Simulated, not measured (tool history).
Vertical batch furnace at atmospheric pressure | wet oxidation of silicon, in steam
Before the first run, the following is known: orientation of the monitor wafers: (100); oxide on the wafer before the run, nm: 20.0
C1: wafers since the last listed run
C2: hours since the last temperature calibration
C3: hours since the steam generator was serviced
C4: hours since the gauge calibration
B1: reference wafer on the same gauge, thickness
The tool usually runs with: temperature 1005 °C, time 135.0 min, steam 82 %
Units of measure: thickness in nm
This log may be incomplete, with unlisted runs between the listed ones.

run 1 hour=0.0 | temperature=1005 time=135.0 steam=82 | C1=0 C2=2589.9 C3=537.8 C4=1142.6 | B1=630.72 | thickness=730.63
run 2 hour=41.7 | temperature=1005 time=135.0 steam=82 | C1=612 C2=2631.6 C3=579.5 C4=1184.3 | B1=631.03 | thickness=726.83
run 3 hour=103.9 | temperature=1005 time=135.0 steam=82 | C1=913 C2=2693.8 C3=641.7 C4=1246.5 | B1=630.82 | thickness=727.63
run 4 hour=165.9 | temperature=1005 time=135.0 steam=82 | C1=910 C2=2755.8 C3=703.7 C4=1308.5 | B1=630.85 | thickness=726.40
run 5 hour=226.5 | temperature=1005 time=135.0 steam=82 | C1=890 C2=2816.4 C3=764.3 C4=1369.1 | B1=631.13 | thickness=727.47
run 6 hour=546.0 | temperature=1005 time=135.0 steam=82 | C1=4694 C2=3135.9 C3=1083.8 C4=1688.6 | B1=630.79 | thickness=727.27
run 7 hour=643.5 | temperature=1005 time=135.0 steam=89 | C1=1432 C2=3233.4 C3=1181.3 C4=1786.1 | B1=631.05 | thickness=764.66
run 8 hour=691.5 | temperature=1005 time=135.0 steam=82 | C1=705 C2=3281.4 C3=1229.3 C4=1834.1 | B1=631.01 | thickness=726.75
-- hour=698.3 gauge calibrated
-- hour=730.2 steam generator serviced
run 9 hour=730.5 | temperature=1005 time=135.0 steam=82 | C1=220 C2=3320.4 C3=0.3 C4=32.2 | B1=631.36 | thickness=740.89
run 10 hour=818.3 | temperature=1005 time=135.0 steam=82 | C1=1289 C2=3408.2 C3=88.1 C4=120.0 | B1=630.99 | thickness=737.77
-- hour=919.1 thermocouples replaced and temperature profile calibrated
run 11 hour=919.6 | temperature=1005 time=135.0 steam=82 | C1=1135 C2=0.5 C3=189.4 C4=221.3 | B1=630.90 | thickness=715.45
run 12 hour=971.6 | temperature=1021 time=194.5 steam=92 | C1=763 C2=52.5 C3=241.4 C4=273.3 | B1=630.60 | thickness=1041.29
run 13 hour=1051.2 | temperature=998 time=135.0 steam=82 | C1=1169 C2=132.1 C3=321.0 C4=352.9 | B1=630.71 | thickness=690.46
run 14 hour=1134.3 | temperature=1020 time=167.5 steam=91 | C1=1220 C2=215.2 C3=404.1 C4=436.0 | B1=631.16 | thickness=939.24

For run 15, what comes out?
run 15 hour=1201.1 | temperature=1005 time=135.0 steam=82 | C1=981 C2=282.0 C3=470.9 C4=502.8 | B1=? | thickness=?

B1: 631.09
thickness: 717.18 nm
If the tool had no hidden condition, the same run with the same run-to-run variation would have returned thickness 720.49 nm.
